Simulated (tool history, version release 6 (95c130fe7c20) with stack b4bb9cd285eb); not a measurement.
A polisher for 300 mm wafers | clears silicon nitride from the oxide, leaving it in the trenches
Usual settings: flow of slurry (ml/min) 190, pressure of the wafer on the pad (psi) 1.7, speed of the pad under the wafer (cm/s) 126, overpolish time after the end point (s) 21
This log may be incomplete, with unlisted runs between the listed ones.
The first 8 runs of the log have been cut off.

run    hour  flow of slurry (ml/min)  pressure of the wafer on the pad (psi)  speed of the pad under the wafer (cm/s)  overpolish time after the end point (s)  incoming thickness of the incoming film, nm  time until the end point was called (s)
  9   371.4                      170                                     1.7                                      126                                       21                                         94.3                                    173.3
 10   410.7                      190                                     1.7                                      126                                       21                                         94.3                                    173.5
 11   462.2                      190                                     1.7                                      126                                       21                                         93.9                                    172.1
      509.1  -- worn pad replaced by a new one
 12   514.2                      190                                     1.7                                      126                                       21                                         93.9                                    168.4
 13   584.5                      190                                     1.7                                      106                                       21                                         94.3                                    199.8
 14   626.7                      190                                     1.7                                      126                                       24                                         95.8                                    170.4
 15   676.2                      190                                     1.7                                      126                                       24                                         94.4                                    169.5
      804.3  -- slurry nozzle cleaned
      845.8  -- worn pad replaced by a new one
 16   857.3                      190                                     1.7                                      126                                       24                                         95.5                                    164.9
 17   955.7                      190                                     1.7                                      126                                       21                                         96.5                                    172.7
 18  1011.1                      150                                     1.5                                      148                                       17                                         95.5                                    173.0
     1030.4  -- head pressure recalibrated
 19  1037.6                      190                                     1.7                                      126                                       21                                         93.9                                    176.3
 20  1067.7                      190                                     1.7                                      126                                       21                                         96.5                                    185.9
 21  1110.8                      190                                     1.7                                      126                                       21                                         95.6                                    180.2
 22  1182.3                      190                                     1.7                                      150                                       34                                         95.4                                    160.7
     1186.5  -- worn pad replaced by a new one, of another model than before
 23  1206.5                      190                                     1.3                                       98                                       17                                         96.6                                    228.4
 24  1260.1                      190                                     1.7                                      126                                       21                                         95.4                                    173.8
 25  1299.2                      190                                     1.4                                      126                                       29                                         94.4                                    196.1
 26  1359.3                      190                                     1.3                                       84                                       21                                         96.0                                    257.2
 27  1425.0                      190                                     1.7                                      126                                       10                                         94.0                                    178.7
     1466.6  -- slurry nozzle cleaned
 28  1484.1                      245                                     1.7                                      126                                       13                                         93.5                                    174.6
 29  1516.1                      210                                     1.7                                      152                                       30                                         97.1                                    169.8
 30  1557.8                      190                                     2.3                                      126                                       21                                         94.1                                    156.8
     1561.8  -- worn pad replaced by a new one
 31  1602.5                      135                                     1.9                                      126                                       12                                         93.4                                    156.3
 32  1650.9                      240                                     1.7                                      138                                        8                                         95.3                                    161.8

Consider 4 possible next runs. They are alternatives, not a sequence: every one starts from the tool as it was left by run 32. What does each give?
  A  1651.4                      190                                     1.7                                      126                                       21                                         94.7                                        ?
  B  1651.4                      160                                     1.3                                      126                                       21                                         94.7                                        ?
  C  1651.4                      210                                     1.7                                      126                                       21                                         94.7                                        ?
  D  1651.4                      190                                     1.7                                      168                                       21                                         94.7                                        ?

run  time until the end point was called (s)
  A                                    165.5
  B                                    197.4
  C                                    164.1
  D                                    139.1
With no hidden state in the tool, these same runs would have given:
run  time until the end point was called (s)
  A                                    163.6
  B                                    195.1
  C                                    162.2
  D                                    137.5

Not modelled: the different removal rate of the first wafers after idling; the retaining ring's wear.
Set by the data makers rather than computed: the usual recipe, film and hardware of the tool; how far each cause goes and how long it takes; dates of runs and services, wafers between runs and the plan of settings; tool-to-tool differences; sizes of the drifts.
